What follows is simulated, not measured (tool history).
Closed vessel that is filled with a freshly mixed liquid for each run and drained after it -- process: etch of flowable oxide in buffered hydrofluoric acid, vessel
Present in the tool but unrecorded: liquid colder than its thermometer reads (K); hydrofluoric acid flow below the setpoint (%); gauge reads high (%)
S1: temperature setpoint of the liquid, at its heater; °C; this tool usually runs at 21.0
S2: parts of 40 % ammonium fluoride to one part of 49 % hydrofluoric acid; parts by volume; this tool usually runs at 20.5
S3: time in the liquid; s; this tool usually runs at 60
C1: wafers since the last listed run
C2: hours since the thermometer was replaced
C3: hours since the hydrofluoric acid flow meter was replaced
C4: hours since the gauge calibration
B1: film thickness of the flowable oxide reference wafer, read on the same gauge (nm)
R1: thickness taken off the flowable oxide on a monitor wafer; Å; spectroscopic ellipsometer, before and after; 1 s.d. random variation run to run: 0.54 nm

run     day    S1    S2  S3    C1      C2     C3     C4     B1      R1
  1   0.000  21.0  20.5  60     0  1037.7  583.7  449.9  91.57   567.7
  2   1.000  21.0  20.5  60  1743  1061.7  607.7  473.9  91.62   566.8
  3   3.917  21.0  20.5  60  5086  1131.7  677.7  543.9  91.94   554.6
  4   5.192  21.0  20.5  60  2223  1162.3  708.3  574.5  92.03   570.2
  5   5.821  23.0  20.5  60  1097  1177.4  723.4  589.6  92.01   638.7
  6   6.458  21.0  20.5  60  1111  1192.7  738.7  604.9  92.11   568.3
  7   7.475  21.0  20.5  60  1773  1217.1  763.1  629.3  92.16   561.7
  8   8.879  21.0  20.5  40  2448  1250.8  796.8  663.0  92.31   377.9
  9   9.467  21.0  20.5  60  1024  1264.9  810.9  677.1  92.36   578.8
 10  10.262  21.0  20.5  60  1387  1284.0  830.0  696.2  92.46   571.2
 11  11.162  21.0  16.0  60  1569  1305.6  851.6  717.8  92.49   718.0
     11.892  -- hydrofluoric acid flow meter replaced
 12  12.038  19.5  28.5  85  1453  1326.6    3.5  738.8  92.63   591.9
 13  13.167  21.0  20.5  60  1969  1353.7   30.6  765.9  92.64   574.2
 14  14.408  21.0  25.0  95  2165  1383.5   60.4  795.7  92.71   784.8
 15  15.767  19.5  17.0  70  2368  1416.1   93.0  828.3  92.87   734.7
 16  17.183  21.0  20.5  60  2470  1450.1  127.0  862.3  92.98   558.2
 17  18.329  21.0  16.0  60  1998  1477.6  154.5  889.8  93.09   710.4
 18  18.871  18.5  20.5  60   944  1490.6  167.5  902.8  93.15   496.1
     19.296  -- gauge calibrated
 19  20.225  21.0  20.5  35  2361  1523.1  200.0   22.3  90.26   324.5
 20  21.717  17.0  13.0  45  2601  1558.9  235.8   58.1  90.35   515.3
 21  22.850  23.0  25.0  90  1976  1586.1  263.0   85.3  90.47   807.5
 22  23.529  19.5  20.5  60  1184  1602.4  279.3  101.6  90.45   515.9
     24.133  -- thermometer replaced
 23  24.421  21.0  20.5  60  1482     6.9  300.7  123.0  90.57   568.6
 24  25.562  17.0  23.0  50  1991    34.3  328.1  150.4  90.70   335.4
 25  26.512  21.0  20.5  60  1656    57.1  350.9  173.2  90.80   551.4
 26  27.271  21.0  20.5  60  1322    75.3  369.1  191.4  90.84   563.1
 27  28.600  21.0  14.0  35  2318   107.2  401.0  223.3  90.96   469.5
 28  29.617  21.0  20.5  60  1773   131.6  425.4  247.7  91.04   550.8
 29  30.850  25.0  15.0  95  2150   161.2  455.0  277.3  91.13  1487.0
 30  31.662  21.0  17.0  60  1416   180.7  474.5  296.8  91.28   661.6
 31  32.783  21.0  20.5  60  1954   207.6  501.4  323.7  91.32   558.0
 32  33.929  18.0  24.5  60  1998   235.1  528.9  351.2  91.42   428.5

Below are 5 alternative next runs, each starting from the tool's condition after run 32. Predict each:
  A  33.958  21.0  20.5  60  50  235.8  529.6  351.9   ?   ?
  B  33.958  26.0  20.5  75  50  235.8  529.6  351.9   ?   ?
  C  33.958  19.5  27.5  75  50  235.8  529.6  351.9   ?   ?
  D  33.958  23.0  20.5  45  50  235.8  529.6  351.9   ?   ?
  E  33.958  19.0  14.5  40  50  235.8  529.6  351.9   ?   ?

run     B1     R1
  A  91.41  565.2
  B  91.41  929.8
  C  91.41  530.2
  D  91.41  473.6
  E  91.41  470.4
The same runs, with their run-to-run variation unchanged, on a tool lacking any hidden condition would have given:
run     R1
  A  556.4
  B  915.4
  C  521.9
  D  466.2
  E  463.1

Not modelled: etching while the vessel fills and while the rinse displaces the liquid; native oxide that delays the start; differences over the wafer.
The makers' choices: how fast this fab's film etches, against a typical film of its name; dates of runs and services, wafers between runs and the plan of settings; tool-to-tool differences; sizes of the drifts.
